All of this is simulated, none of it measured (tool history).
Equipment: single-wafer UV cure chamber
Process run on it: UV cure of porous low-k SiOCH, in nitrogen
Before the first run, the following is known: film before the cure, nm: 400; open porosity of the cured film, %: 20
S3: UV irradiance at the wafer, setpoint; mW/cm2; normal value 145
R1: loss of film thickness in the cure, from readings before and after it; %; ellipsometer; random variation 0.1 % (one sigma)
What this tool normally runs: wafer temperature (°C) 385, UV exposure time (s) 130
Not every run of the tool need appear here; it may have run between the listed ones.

Run 1, hour 0: usual settings. Result: R1 10.227 %.
Run 2, hour 12: usual settings. Result: R1 10.092 %.
Run 3, hour 22.9: usual settings. Result: R1 10.253 %.
Run 4, hour 34.2: usual settings. Result: R1 10.245 %.
Run 5, hour 43.7: usual settings but wafer temperature (°C) 390. Result: R1 10.171 %.
Run 6, hour 51: usual settings but wafer temperature (°C) 390. Result: R1 10.117 %.
Run 7, hour 57.3: usual settings. Result: R1 10.061 %.
Run 8, hour 64.2: usual settings. Result: R1 10.242 %.
Run 9, hour 79.2: usual settings. Result: R1 10.151 %.
Run 10, hour 96: usual settings but S3 173 mW/cm2. Result: R1 10.967 %.
Run 11, hour 120.5: usual settings but S3 173 mW/cm2. Result: R1 10.939 %.
Run 12, hour 127.5: usual settings but S3 173 mW/cm2. Result: R1 10.941 %.
Run 13, hour 134.4: usual settings but wafer temperature (°C) 396. Result: R1 10.302 %.
Run 14, hour 147.2: usual settings but wafer temperature (°C) 396. Result: R1 9.998 %.
Run 15, hour 163.8: usual settings but S3 127 mW/cm2. Result: R1 9.434 %.
Run 16, hour 176.5: usual settings but S3 127 mW/cm2. Result: R1 9.385 %.
Run 17, hour 187.9: usual settings but S3 127 mW/cm2. Result: R1 9.354 %.
Run 18, hour 194.8: usual settings but UV exposure time (s) 85. Result: R1 8.111 %.
Run 19, hour 202.9: usual settings but UV exposure time (s) 85. Result: R1 8.043 %.
Run 20, hour 217.5: usual settings but wafer temperature (°C) 399. Result: R1 10.314 %.
At hour 230.2: UV bulbs replaced.
Run 21, hour 230.7: usual settings but wafer temperature (°C) 399. Result: R1 10.06 %.
Run 22, hour 237.7: usual settings. Result: R1 9.797 %.
Run 23, hour 246.3: usual settings. Result: R1 9.901 %.
Run 24, hour 252.6: usual settings but UV exposure time (s) 55, S3 163 mW/cm2. Result: R1 6.603 %.
Run 25, hour 269.6: usual settings but S3 129 mW/cm2. Result: R1 9.383 %.
At hour 285.2: quartz window cleaned.
Run 26, hour 285.7: usual settings but wafer temperature (°C) 391, UV exposure time (s) 205. Result: R1 12.593 %.
Run 27, hour 297: usual settings but UV exposure time (s) 150. Result: R1 10.941 %.
Run 28, hour 305.9: usual settings but wafer temperature (°C) 402, UV exposure time (s) 200, S3 161 mW/cm2. Result: R1 13.128 %.
Run 29, hour 313.2: usual settings but wafer temperature (°C) 379. Result: R1 10.233 %.
Run 30, hour 320.5: usual settings but S3 167 mW/cm2. Result: R1 11.139 %.
Run 31, hour 326.7: usual settings but wafer temperature (°C) 399. Result: R1 10.6 %.
Run 32, hour 339.8: usual settings but wafer temperature (°C) 391, UV exposure time (s) 205. Result: R1 12.488 %.
Run 33, hour 352.5: usual settings but UV exposure time (s) 200, S3 128 mW/cm2. Result: R1 11.655 %.
Run 34, hour 373.3: usual settings but wafer temperature (°C) 367, UV exposure time (s) 195, S3 179 mW/cm2. Result: R1 12.73 %.
Run 35, hour 379.5: usual settings but wafer temperature (°C) 372, UV exposure time (s) 75. Result: R1 7.742 %.
Run 36, hour 390.3: usual settings but wafer temperature (°C) 393, UV exposure time (s) 65, S3 131 mW/cm2. Result: R1 7.076 %.
Run 37, hour 396.8: usual settings but UV exposure time (s) 80, S3 123 mW/cm2. Result: R1 7.533 %.
Run 38, hour 404.8: usual settings. Result: R1 10.214 %.
Run 39, hour 417.6: usual settings but wafer temperature (°C) 397, UV exposure time (s) 165. Result: R1 11.564 %.
Run 40, hour 459.4: usual settings. Result: R1 10.205 %.
Run 41, hour 469.1: usual settings but wafer temperature (°C) 378, UV exposure time (s) 110, S3 126 mW/cm2. Result: R1 8.786 %.
Run 42, hour 475.7: usual settings. Result: R1 10.198 %.
Run 43, hour 488: usual settings but wafer temperature (°C) 403. Result: R1 10.369 %.
Run 44, hour 503.1: usual settings but wafer temperature (°C) 369, UV exposure time (s) 200, S3 133 mW/cm2. Result: R1 11.37 %.
Run 45, hour 511.5: usual settings but UV exposure time (s) 105. Result: R1 9.029 %.
Run 46, hour 519.2: usual settings but wafer temperature (°C) 374, S3 125 mW/cm2. Result: R1 9.179 %.

Subtracting, for every run, the result it would have given without the tool's unlogged condition from the measured result gives the following. The same run-to-run variation enters both numbers; the gauge's scatter may not:
Hidden conditions of the tool in this case: lamp output below its setpoint, %; transmission lost against a clean window, %.
run      R1
  1  -0.218
  2  -0.234
  3  -0.255
  4  -0.272
  5  -0.284
  6  -0.294
  7  -0.304
  8  -0.321
  9  -0.342
 10  -0.378
 11  -0.418
 12   -0.43
 13  -0.433
 14  -0.441
 15  -0.469
 16  -0.488
 17  -0.505
 18  -0.499
 19  -0.508
 20  -0.575
 21  -0.584
 22  -0.591
 23  -0.612
 24  -0.551
 25  -0.645
 26   -0.02
 27  -0.035
 28  -0.052
 29  -0.058
 30  -0.071
 31  -0.079
 32  -0.104
 33  -0.121
 34  -0.156
 35  -0.147
 36  -0.158
 37  -0.171
 38  -0.195
 39  -0.224
 40  -0.281
 41  -0.286
 42  -0.307
 43  -0.325
 44  -0.359
 45  -0.347
 46  -0.362
